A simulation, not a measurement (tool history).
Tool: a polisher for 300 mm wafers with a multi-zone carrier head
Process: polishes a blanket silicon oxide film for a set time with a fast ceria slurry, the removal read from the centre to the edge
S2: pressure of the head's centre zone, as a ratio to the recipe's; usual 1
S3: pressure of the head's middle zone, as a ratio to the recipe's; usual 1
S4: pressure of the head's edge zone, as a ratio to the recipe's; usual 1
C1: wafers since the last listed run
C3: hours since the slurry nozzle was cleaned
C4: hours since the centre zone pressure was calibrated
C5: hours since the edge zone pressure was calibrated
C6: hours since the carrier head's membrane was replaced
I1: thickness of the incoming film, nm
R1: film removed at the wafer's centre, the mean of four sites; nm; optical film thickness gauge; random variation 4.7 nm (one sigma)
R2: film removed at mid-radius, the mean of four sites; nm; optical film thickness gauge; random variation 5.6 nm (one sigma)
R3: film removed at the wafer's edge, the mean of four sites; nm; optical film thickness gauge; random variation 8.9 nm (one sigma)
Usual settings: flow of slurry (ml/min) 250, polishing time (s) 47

run 1 hour=0 | flow_of_slurry_(ml/min)=250 S2=1 S3=1 S4=1 polishing_time_(s)=47 | C1=0 wafers_polished_on_this_pad=957 C3=218.7 C4=1114 C5=28.5 C6=1625 | I1=2331.6 | R1=836.3 R2=724.5 R3=708.8
run 2 hour=13.4 | flow_of_slurry_(ml/min)=250 S2=1 S3=1 S4=1 polishing_time_(s)=47 | C1=145 wafers_polished_on_this_pad=1102 C3=232.1 C4=1127.4 C5=41.9 C6=1638.4 | I1=2323.9 | R1=842.5 R2=724.1 R3=731.8
-- hour=20.5 centre zone pressure recalibrated
run 3 hour=31.2 | flow_of_slurry_(ml/min)=250 S2=1.06 S3=1 S4=1 polishing_time_(s)=47 | C1=171 wafers_polished_on_this_pad=1274 C3=249.9 C4=10.7 C5=59.7 C6=1656.2 | I1=2345.3 | R1=802.1 R2=721.6 R3=696.8
-- hour=39.3 worn pad replaced by a new one
run 4 hour=48.1 | flow_of_slurry_(ml/min)=250 S2=1.1 S3=0.96 S4=1 polishing_time_(s)=47 | C1=140 wafers_polished_on_this_pad=95 C3=266.8 C4=27.6 C5=76.6 C6=1673.1 | I1=2332.1 | R1=847.4 R2=703.6 R3=741.7
-- hour=50.7 slurry nozzle cleaned
run 5 hour=64.8 | flow_of_slurry_(ml/min)=250 S2=0.94 S3=1.03 S4=1 polishing_time_(s)=47 | C1=170 wafers_polished_on_this_pad=266 C3=14.1 C4=44.3 C5=93.3 C6=1689.8 | I1=2311 | R1=728.4 R2=745.7 R3=725.6
run 6 hour=80.4 | flow_of_slurry_(ml/min)=295 S2=1 S3=1 S4=0.94 polishing_time_(s)=47 | C1=169 wafers_polished_on_this_pad=435 C3=29.7 C4=59.9 C5=108.9 C6=1705.4 | I1=2256.2 | R1=779.4 R2=734.2 R3=698.1
-- hour=100.4 carrier head's membrane replaced by a new one
run 7 hour=119.9 | flow_of_slurry_(ml/min)=200 S2=1 S3=1 S4=1 polishing_time_(s)=47 | C1=374 wafers_polished_on_this_pad=810 C3=69.2 C4=99.4 C5=148.4 C6=19.5 | I1=2273.7 | R1=768.9 R2=713.5 R3=731.1
run 8 hour=129 | flow_of_slurry_(ml/min)=250 S2=1 S3=1 S4=1 polishing_time_(s)=47 | C1=98 wafers_polished_on_this_pad=908 C3=78.3 C4=108.5 C5=157.5 C6=28.6 | I1=2288.7 | R1=771.8 R2=728.5 R3=734.9
run 9 hour=139.6 | flow_of_slurry_(ml/min)=175 S2=1.06 S3=1.09 S4=1 polishing_time_(s)=63 | C1=115 wafers_polished_on_this_pad=1024 C3=88.9 C4=119.1 C5=168.1 C6=39.2 | I1=2285.9 | R1=1060.1 R2=1004.7 R3=958.7
run 10 hour=157.3 | flow_of_slurry_(ml/min)=250 S2=1 S3=1 S4=1 polishing_time_(s)=47 | C1=192 wafers_polished_on_this_pad=1216 C3=106.6 C4=136.8 C5=185.8 C6=56.9 | I1=2281.4 | R1=770.9 R2=713.5 R3=720.3
run 11 hour=174.9 | flow_of_slurry_(ml/min)=250 S2=1 S3=1 S4=1 polishing_time_(s)=47 | C1=191 wafers_polished_on_this_pad=1407 C3=124.2 C4=154.4 C5=203.4 C6=74.5 | I1=2287.9 | R1=780.5 R2=716.2 R3=709.7
-- hour=183.6 worn pad replaced by a new one
run 12 hour=185.7 | flow_of_slurry_(ml/min)=250 S2=1 S3=1 S4=1 polishing_time_(s)=47 | C1=73 wafers_polished_on_this_pad=22 C3=135 C4=165.2 C5=214.2 C6=85.3 | I1=2282.2 | R1=791.8 R2=738.9 R3=743.8
run 13 hour=201 | flow_of_slurry_(ml/min)=175 S2=1 S3=1 S4=0.94 polishing_time_(s)=35 | C1=166 wafers_polished_on_this_pad=188 C3=150.3 C4=180.5 C5=229.5 C6=100.6 | I1=2339 | R1=579 R2=531.8 R3=516.3
run 14 hour=207.7 | flow_of_slurry_(ml/min)=250 S2=1 S3=0.9 S4=1 polishing_time_(s)=47 | C1=72 wafers_polished_on_this_pad=261 C3=157 C4=187.2 C5=236.2 C6=107.3 | I1=2312.2 | R1=807.5 R2=679.8 R3=728.2
run 15 hour=214.3 | flow_of_slurry_(ml/min)=250 S2=1 S3=1 S4=1.08 polishing_time_(s)=47 | C1=71 wafers_polished_on_this_pad=333 C3=163.6 C4=193.8 C5=242.8 C6=113.9 | I1=2319.4 | R1=790.9 R2=732.8 R3=764.9
run 16 hour=223.4 | flow_of_slurry_(ml/min)=250 S2=1 S3=1 S4=1 polishing_time_(s)=47 | C1=98 wafers_polished_on_this_pad=432 C3=172.7 C4=202.9 C5=251.9 C6=123 | I1=2284.9 | R1=801.2 R2=736.4 R3=731.1
run 17 hour=229.8 | flow_of_slurry_(ml/min)=225 S2=1 S3=1 S4=1 polishing_time_(s)=47 | C1=69 wafers_polished_on_this_pad=501 C3=179.1 C4=209.3 C5=258.3 C6=129.4 | I1=2310.5 | R1=798.8 R2=717.1 R3=716.3

Run 18 comes next. What will it give?
run 18 hour=242.2 | flow_of_slurry_(ml/min)=250 S2=1 S3=1 S4=1.07 polishing_time_(s)=47 | C1=134 wafers_polished_on_this_pad=636 C3=191.5 C4=221.7 C5=270.7 C6=141.8 | I1=2294.1 | R1=? R2=? R3=?

R1: 806.6 nm
R2: 733.5 nm
R3: 727.7 nm
Without the tool's hidden state the same run would have given R1 769.2 nm, R2 742.5 nm, R3 736.4 nm.
